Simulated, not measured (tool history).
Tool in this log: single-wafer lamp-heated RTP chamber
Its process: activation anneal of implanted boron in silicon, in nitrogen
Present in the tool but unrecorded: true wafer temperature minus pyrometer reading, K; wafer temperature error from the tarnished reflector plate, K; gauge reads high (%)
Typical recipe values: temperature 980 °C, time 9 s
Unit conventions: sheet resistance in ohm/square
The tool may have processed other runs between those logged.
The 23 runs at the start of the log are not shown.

run    hour  temperature  time  wafers since the last listed run  wafers since the last pyrometer calibration  wafers since the reflector plate was cleaned  hours since the gauge calibration  read-back reference wafer on the same gauge, sheet resistance  sheet resistance
 24  1241.3          962     7                               361                                         2536                                          7315                             1321.3                                                         256.88            265.25
 25  1277.5          997     9                               382                                         2919                                          7698                             1357.5                                                         256.89            217.58
     1316.0  -- gauge calibrated
 26  1339.5          954     5                               654                                         3574                                          8352                               23.5                                                         257.01            281.90
 27  1366.9          994     5                               289                                         3863                                          8642                               50.9                                                         256.93            222.97
 28  1431.0         1009    11                               677                                         4540                                          9319                              115.0                                                         257.34            214.13
 29  1477.7         1005    13                               493                                         5033                                          9812                              161.7                                                         256.93            211.76
 30  1506.9          980     9                               308                                         5342                                         10121                              190.9                                                         257.02            230.26
 31  1551.1          972    14                               466                                         5809                                         10587                              235.1                                                         256.69            231.68
     1646.2  -- pyrometer window cleaned and pyrometer calibrated
 32  1646.7          990     9                               925                                            5                                         11513                              330.7                                                         257.09            224.79
 33  1707.6          952    11                               643                                          648                                         12156                              391.6                                                         257.22            281.03
 34  1764.4          969     4                               599                                         1248                                         12756                              448.4                                                         257.06            250.61

4 options for the next run, each taken on its own from the tool as it stands now. Forecast them:
  A  1764.8          980     9                                 4                                         1252                                         12760                              448.8                                                              ?                 ?
  B  1764.8          998    14                                 4                                         1252                                         12760                              448.8                                                              ?                 ?
  C  1764.8          988     4                                 4                                         1252                                         12760                              448.8                                                              ?                 ?
  D  1764.8         1002     5                                 4                                         1252                                         12760                              448.8                                                              ?                 ?

run  read-back reference wafer on the same gauge, sheet resistance  sheet resistance
  A                                                         257.18            231.38
  B                                                         257.18            215.19
  C                                                         257.18            227.64
  D                                                         257.18            217.62
With no hidden state in the tool, these same runs would have given:
run  sheet resistance
  A            233.12
  B            215.88
  C            228.99
  D            218.37
